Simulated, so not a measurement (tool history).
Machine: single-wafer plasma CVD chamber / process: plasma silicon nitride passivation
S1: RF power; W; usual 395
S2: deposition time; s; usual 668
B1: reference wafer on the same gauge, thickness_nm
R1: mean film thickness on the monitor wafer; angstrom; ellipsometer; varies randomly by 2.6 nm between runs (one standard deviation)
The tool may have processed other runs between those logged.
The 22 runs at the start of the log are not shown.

run	hour	S1	S2	B1	R1
23	1510.4	330	743	771.56	9102.93
24	1568.2	440	668	770.101	9304.23
25	1618.8	455	733	769.61	10306.71
26	1932.5	395	554	769.494	7301.88
27	2017.9	395	668	770.233	8809.96
28	2110.3	355	721	771.054	9061.92
29	2165.9	395	668	770.146	8743.85
# hour 2212.8: gauge calibrated
30	2266.1	345	598	770.613	7361.95
31	2338.4	395	750	770.088	9821.98
32	2429.2	470	618	769.377	8679.27
33	2520.2	445	668	770.378	9216.47
34	2607.8	395	668	770.065	8744.91
35	2704.2	395	734	770.278	9603.82
36	2770.3	450	668	770.167	9269.99
37	2876.1	395	668	768.763	8738.42
38	2963.7	425	737	769.882	9980.48
39	3060.9	395	554	770.646	7213.01
40	3144.1	395	554	770.173	7254.89
41	3220.7	430	769	770.071	10362.46
42	3257.8	325	622	770.659	7410.65

5 options for the next run, each taken on its own from the tool as it stands now. Forecast them:
A	3258.4	395	668	?	?
B	3258.4	430	730	?	?
C	3258.4	430	751	?	?
D	3258.4	320	668	?	?
E	3258.4	395	583	?	?

run	B1	R1
A	769.559	8745.78
B	769.559	9917.78
C	769.559	10203.09
D	769.559	7920.72
E	769.559	7632.91
Without the tool's hidden state the same runs would have given:
run	R1
A	8939.56
B	10137.53
C	10429.16
D	8096.22
E	7802.04
